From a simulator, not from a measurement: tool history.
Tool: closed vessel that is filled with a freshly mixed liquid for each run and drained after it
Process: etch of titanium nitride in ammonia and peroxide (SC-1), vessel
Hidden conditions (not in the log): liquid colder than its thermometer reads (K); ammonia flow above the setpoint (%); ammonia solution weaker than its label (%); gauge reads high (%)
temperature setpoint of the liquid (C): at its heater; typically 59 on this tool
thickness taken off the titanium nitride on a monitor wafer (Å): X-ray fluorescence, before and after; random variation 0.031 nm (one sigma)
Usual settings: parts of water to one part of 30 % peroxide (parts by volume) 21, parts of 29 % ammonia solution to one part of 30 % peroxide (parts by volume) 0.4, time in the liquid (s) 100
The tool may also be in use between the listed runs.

run   hour  temperature setpoint of the liquid (C)  parts of water to one part of 30 % peroxide (parts by volume)  parts of 29 % ammonia solution to one part of 30 % peroxide (parts by volume)  time in the liquid (s)  wafers since the last listed run  hours since the thermometer was replaced  hours since the ammonia flow meter was replaced  hours since the drum of ammonia solution was connected  hours since the gauge calibration  read-back film thickness of the titanium nitride reference wafer, read on the same gauge (nm)  thickness taken off the titanium nitride on a monitor wafer (Å)
  1      0                                      59                                                             21                                                                            0.4                     100                                 0                                     894.1                                           1715.1                                                    38.4                              381.1                                                                                        120.001                                                            43.06
  2   28.7                                      59                                                             21                                                                            0.4                     100                              3829                                     922.8                                           1743.8                                                    67.1                              409.8                                                                                        119.979                                                            43.89
  3   41.8                                      59                                                             21                                                                            0.4                     100                              1747                                     935.9                                           1756.9                                                    80.2                              422.9                                                                                        119.944                                                            43.06
  4  126.9                                      59                                                             21                                                                            0.4                     100                             11354                                      1021                                             1842                                                   165.3                                508                                                                                        119.964                                                            42.97
  5  153.2                                      59                                                             21                                                                            0.4                     100                              3509                                    1047.3                                           1868.3                                                   191.6                              534.3                                                                                        120.029                                                            42.96
  6  185.9                                      59                                                             21                                                                            0.4                     135                              4363                                      1080                                             1901                                                   224.3                                567                                                                                        120.011                                                            58.35
     189.8  -- gauge calibrated
  7  207.5                                      59                                                             21                                                                            0.4                     135                              2882                                    1101.6                                           1922.6                                                   245.9                               17.7                                                                                        119.982                                                            57.66
  8  220.3                                    61.5                                                             21                                                                            0.4                     100                              1707                                    1114.4                                           1935.4                                                   258.7                               30.5                                                                                        119.987                                                            51.03
     244.6  -- ammonia flow meter replaced
  9    250                                      59                                                             21                                                                            0.4                      65                              3829                                    1144.1                                              5.4                                                   288.4                               60.2                                                                                        120.005                                                            27.49
 10  277.8                                      59                                                             21                                                                            0.4                      65                              3709                                    1171.9                                             33.2                                                   316.2                                 88                                                                                         120.01                                                            27.96
 11  292.7                                      59                                                             21                                                                            0.5                     100                              1988                                    1186.8                                             48.1                                                   331.1                              102.9                                                                                        119.996                                                            44.94
     303.7  -- thermometer replaced
 12  318.6                                      59                                                             21                                                                            0.4                     100                              3322                                      14.9                                               74                                                     357                              128.8                                                                                        120.034                                                            43.15
 13  349.7                                      59                                                             21                                                                            0.2                      40                              4149                                        46                                            105.1                                                   388.1                              159.9                                                                                        120.022                                                            14.94
 14  374.9                                      52                                                             13                                                                           0.55                      55                              3362                                      71.2                                            130.3                                                   413.3                              185.1                                                                                        119.967                                                            19.99
     404.3  -- new drum of ammonia solution connected
 15  404.8                                    49.5                                                             21                                                                            0.4                     100                              3856                                     101.1                                            160.2                                                     0.5                                215                                                                                        119.967                                                            23.05
 16  418.3                                      66                                                           26.5                                                                            0.4                     100                              1801                                     114.6                                            173.7                                                      14                              228.5                                                                                        120.021                                                            60.74
 17  442.6                                      59                                                             21                                                                            0.4                     100                              3242                                     138.9                                              198                                                    38.3                              252.8                                                                                        120.011                                                            43.35
 18  493.2                                      59                                                             28                                                                           0.55                     145                              6751                                     189.5                                            248.6                                                    88.9                              303.4                                                                                        119.981                                                            56.89
 19  515.3                                      59                                                             21                                                                            0.4                     100                              2948                                     211.6                                            270.7                                                     111                              325.5                                                                                        120.004                                                            43.07
 20  529.5                                      53                                                             13                                                                            0.3                     155                              1894                                     225.8                                            284.9                                                   125.2                              339.7                                                                                        119.989                                                            55.83

Consider 3 possible next runs. They are alternatives, not a sequence: every one starts from the tool as it was left by run 20. What does each give?
  A  530.2                                      59                                                             21                                                                            0.4                     100                                93                                     226.5                                            285.6                                                   125.9                              340.4                                                                                              ?                                                                ?
  B  530.2                                      59                                                             21                                                                           0.55                     125                                93                                     226.5                                            285.6                                                   125.9                              340.4                                                                                              ?                                                                ?
  C  530.2                                      56                                                             21                                                                            0.4                     155                                93                                     226.5                                            285.6                                                   125.9                              340.4                                                                                              ?                                                                ?

run  read-back film thickness of the titanium nitride reference wafer, read on the same gauge (nm)  thickness taken off the titanium nitride on a monitor wafer (Å)
  A                                                                                        119.992                                                            43.73
  B                                                                                        119.992                                                            58.03
  C                                                                                        119.992                                                            55.51
Had the tool no hidden state, the same runs would have come out as:
run  thickness taken off the titanium nitride on a monitor wafer (Å)
  A                                                            44.02
  B                                                            58.41
  C                                                            55.89
